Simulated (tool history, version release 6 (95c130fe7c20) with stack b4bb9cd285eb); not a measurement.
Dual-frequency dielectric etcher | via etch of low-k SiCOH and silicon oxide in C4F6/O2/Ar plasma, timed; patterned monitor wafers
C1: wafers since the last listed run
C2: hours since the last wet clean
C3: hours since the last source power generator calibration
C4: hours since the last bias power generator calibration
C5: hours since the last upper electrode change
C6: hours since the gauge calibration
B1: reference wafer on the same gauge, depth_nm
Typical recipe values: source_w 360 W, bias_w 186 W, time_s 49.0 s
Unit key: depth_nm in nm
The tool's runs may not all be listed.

{"run": 1, "day": 0.0, "source_w": 430, "bias_w": 186, "time_s": 49.0, "C1": 0, "C2": 264.0, "C3": 3751.8, "C4": 1484.0, "C5": 5827.3, "C6": 20.1, "B1": 118.0, "depth_nm": 146.2}
{"run": 2, "day": 8.446, "source_w": 430, "bias_w": 186, "time_s": 49.0, "C1": 1534, "C2": 466.7, "C3": 3954.5, "C4": 1686.7, "C5": 6030.0, "C6": 222.8, "B1": 118.0, "depth_nm": 146.6}
{"day": 10.192, "done": "wet clean of the chamber"}
{"run": 3, "day": 10.212, "source_w": 360, "bias_w": 186, "time_s": 49.0, "C1": 139, "C2": 0.5, "C3": 3996.9, "C4": 1729.1, "C5": 6072.4, "C6": 265.2, "B1": 118.0, "depth_nm": 137.2}
{"run": 4, "day": 10.688, "source_w": 360, "bias_w": 186, "time_s": 49.0, "C1": 86, "C2": 11.9, "C3": 4008.3, "C4": 1740.5, "C5": 6083.8, "C6": 276.6, "B1": 118.0, "depth_nm": 137.7}
{"run": 5, "day": 12.45, "source_w": 360, "bias_w": 186, "time_s": 49.0, "C1": 320, "C2": 54.2, "C3": 4050.6, "C4": 1782.8, "C5": 6126.1, "C6": 318.9, "B1": 118.0, "depth_nm": 137.5}
{"day": 13.275, "done": "source power generator calibrated"}
{"run": 6, "day": 14.412, "source_w": 360, "bias_w": 186, "time_s": 49.0, "C1": 326, "C2": 101.3, "C3": 27.3, "C4": 1829.9, "C5": 6173.2, "C6": 366.0, "B1": 118.1, "depth_nm": 137.6}
{"day": 15.475, "done": "bias power generator calibrated"}
{"run": 7, "day": 15.867, "source_w": 360, "bias_w": 186, "time_s": 49.0, "C1": 233, "C2": 136.2, "C3": 62.2, "C4": 9.4, "C5": 6208.1, "C6": 400.9, "B1": 118.0, "depth_nm": 136.8}
{"run": 8, "day": 18.325, "source_w": 360, "bias_w": 186, "time_s": 49.0, "C1": 446, "C2": 195.2, "C3": 121.2, "C4": 68.4, "C5": 6267.1, "C6": 459.9, "B1": 118.0, "depth_nm": 136.8}
{"run": 9, "day": 20.446, "source_w": 360, "bias_w": 205, "time_s": 49.0, "C1": 385, "C2": 246.1, "C3": 172.1, "C4": 119.3, "C5": 6318.0, "C6": 510.8, "B1": 118.0, "depth_nm": 141.2}
{"day": 20.754, "done": "gauge calibrated"}
{"run": 10, "day": 22.117, "source_w": 300, "bias_w": 218, "time_s": 49.0, "C1": 303, "C2": 286.2, "C3": 212.2, "C4": 159.4, "C5": 6358.1, "C6": 32.7, "B1": 118.0, "depth_nm": 136.3}
{"run": 11, "day": 24.538, "source_w": 290, "bias_w": 165, "time_s": 43.0, "C1": 439, "C2": 344.3, "C3": 270.3, "C4": 217.5, "C5": 6416.2, "C6": 90.8, "B1": 118.0, "depth_nm": 108.2}
{"run": 12, "day": 27.092, "source_w": 400, "bias_w": 145, "time_s": 49.0, "C1": 464, "C2": 405.6, "C3": 331.6, "C4": 278.8, "C5": 6477.5, "C6": 152.1, "B1": 118.0, "depth_nm": 131.7}
{"day": 29.625, "done": "wet clean of the chamber"}
{"day": 29.742, "done": "upper electrode replaced"}
{"run": 13, "day": 30.092, "source_w": 360, "bias_w": 186, "time_s": 49.0, "C1": 341, "C2": 11.2, "C3": 403.6, "C4": 350.8, "C5": 8.4, "C6": 224.1, "B1": 118.0, "depth_nm": 136.8}
{"run": 14, "day": 32.758, "source_w": 410, "bias_w": 186, "time_s": 49.0, "C1": 484, "C2": 75.2, "C3": 467.6, "C4": 414.8, "C5": 72.4, "C6": 288.1, "B1": 118.0, "depth_nm": 142.7}
{"run": 15, "day": 33.833, "source_w": 430, "bias_w": 230, "time_s": 49.0, "C1": 195, "C2": 101.0, "C3": 493.4, "C4": 440.6, "C5": 98.2, "C6": 313.9, "B1": 118.0, "depth_nm": 155.1}
{"run": 16, "day": 35.029, "source_w": 360, "bias_w": 186, "time_s": 49.0, "C1": 217, "C2": 129.7, "C3": 522.1, "C4": 469.3, "C5": 126.9, "C6": 342.6, "B1": 118.0, "depth_nm": 137.0}
{"run": 17, "day": 37.383, "source_w": 400, "bias_w": 186, "time_s": 49.0, "C1": 427, "C2": 186.2, "C3": 578.6, "C4": 525.8, "C5": 183.4, "C6": 399.1, "B1": 118.0, "depth_nm": 142.1}

Hidden state at the last listed run before each entry between runs and at the first one after, where it differs:
Run 2 -> run 3: wet clean of the chamber (day 10.192)
  etch rate over this chamber's usual, %: 0.818 -> 0.0327; bias power that arrives over what is set, %: 3.27 -> 3.37
  difference, measured minus the result without the unlogged condition, depth_nm: +2.6 -> +1.4 nm
Run 5 -> run 6: source power generator calibrated (day 13.275)
  etch rate over this chamber's usual, %: 0.123 -> 0.202; bias power that arrives over what is set, %: 3.49 -> 3.6
  difference, measured minus the result without the unlogged condition, depth_nm: +1.6 -> +1.8 nm
Run 6 -> run 7: bias power generator calibrated (day 15.475)
  etch rate over this chamber's usual, %: 0.202 -> 0.261; bias power that arrives over what is set, %: 3.6 -> 0.589
  difference, measured minus the result without the unlogged condition, depth_nm: +1.8 -> +0.6 nm
Run 9 -> run 10: gauge calibrated (day 20.754)
  etch rate over this chamber's usual, %: 0.446 -> 0.513; bias power that arrives over what is set, %: 0.841 -> 0.933
  difference, measured minus the result without the unlogged condition, depth_nm: +1.0 -> +1.1 nm
Run 12 -> run 13: wet clean of the chamber (day 29.625); upper electrode replaced (day 29.742)
  etch rate over this chamber's usual, %: 0.714 -> 0.0283; bias power that arrives over what is set, %: 1.21 -> 1.37
  difference, measured minus the result without the unlogged condition, depth_nm: +1.4 -> +0.6 nm
